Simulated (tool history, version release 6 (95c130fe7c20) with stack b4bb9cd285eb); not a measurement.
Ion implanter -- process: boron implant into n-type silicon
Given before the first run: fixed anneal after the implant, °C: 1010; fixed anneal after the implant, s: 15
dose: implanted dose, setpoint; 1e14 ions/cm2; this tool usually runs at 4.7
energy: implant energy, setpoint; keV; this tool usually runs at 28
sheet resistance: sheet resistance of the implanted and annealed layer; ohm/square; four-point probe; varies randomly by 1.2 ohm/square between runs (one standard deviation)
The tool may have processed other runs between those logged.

| run | hour | dose | energy | read-back reference wafer on the same gauge, sheet resistance | sheet resistance |
|---|---|---|---|---|---|
| 1 | 0 | 5.68 | 28 | 243.39 | 190.18 |
| 2 | 43.8 | 5.68 | 28 | 243.95 | 190.94 |
| 3 | 140.5 | 4.7 | 28 | 243.92 | 222.32 |
| 4 | 199.8 | 4.7 | 28 | 244.53 | 224.06 |
| 5 | 250.6 | 4.7 | 28 | 243.84 | 222.47 |
| 6 | 295 | 3.62 | 21.5 | 243.93 | 279.68 |
| 7 | 344.2 | 4.7 | 28 | 244.87 | 221.63 |
| 8 | 389.3 | 4.7 | 28 | 243.92 | 222.39 |
| 9 | 485.8 | 4.7 | 28 | 244.4 | 223.57 |
| 10 | 609.1 | 4.7 | 28 | 244 | 222.02 |
| 11 | 701.7 | 4.7 | 28 | 244.42 | 220.17 |
| 12 | 794.7 | 4.7 | 28 | 244.43 | 220.9 |
|  | 1010.2 | extraction supply calibrated |
| 13 | 1022.8 | 4.7 | 28 | 243.35 | 219.8 |
| 14 | 1072.9 | 4.7 | 28 | 243.71 | 218.75 |
|  | 1162.6 | Faraday cup replaced and dose calibrated |
| 15 | 1178.8 | 4.7 | 28 | 244.22 | 238.48 |
| 16 | 1282.9 | 4.7 | 28 | 243.77 | 240.12 |
| 17 | 1390.1 | 4.7 | 19.5 | 243.84 | 247.25 |
| 18 | 1481.3 | 5.95 | 28 | 243.34 | 196.61 |
|  | 1548.5 | Faraday cup replaced and dose calibrated, repeated, since the last time left the tool worse |
| 19 | 1549 | 5.72 | 23 | 244.13 | 194.35 |
| 20 | 1601.8 | 3.88 | 21 | 244.25 | 269.83 |
| 21 | 1681.8 | 5.22 | 36.5 | 243.96 | 200.96 |
|  | 1713.8 | gauge calibrated |
| 22 | 1768.8 | 4.04 | 28 | 243.73 | 252.7 |
| 23 | 1860 | 4.7 | 19.5 | 244.06 | 233.08 |
| 24 | 1914.6 | 5.09 | 28 | 243.67 | 212.93 |
| 25 | 2006.4 | 4.16 | 28 | 244.46 | 248.96 |
| 26 | 2096.3 | 3.88 | 21 | 243.68 | 272.64 |
| 27 | 2410 | 4.06 | 23.5 | 243.91 | 254.99 |
| 28 | 2460.8 | 4.7 | 28 | 243.58 | 223.4 |
| 29 | 2563.4 | 4.7 | 28 | 244.36 | 224.82 |
| 30 | 2650.8 | 4.7 | 37.5 | 244.33 | 215.39 |
| 31 | 2744.5 | 5.47 | 21 | 244.22 | 204.37 |
| 32 | 2846.3 | 4.7 | 28 | 244.38 | 224.07 |
| 33 | 2950 | 5.96 | 32.5 | 243.81 | 180.01 |

4 options for the next run, each taken on its own from the tool as it stands now. Forecast them:
| A | 2950.4 | 5.92 | 28 | ? | ? |
| B | 2950.4 | 3.97 | 31 | ? | ? |
| C | 2950.4 | 5.85 | 36 | ? | ? |
| D | 2950.4 | 3.49 | 25 | ? | ? |

| run | read-back reference wafer on the same gauge, sheet resistance | sheet resistance |
|---|---|---|
| A | 244.53 | 184.66 |
| B | 244.53 | 253.32 |
| C | 244.53 | 181.95 |
| D | 244.53 | 287.01 |
With no hidden state in the tool, these same runs would have given:
| run | sheet resistance |
|---|---|
| A | 187.23 |
| B | 256.71 |
| C | 184.43 |
| D | 290.81 |
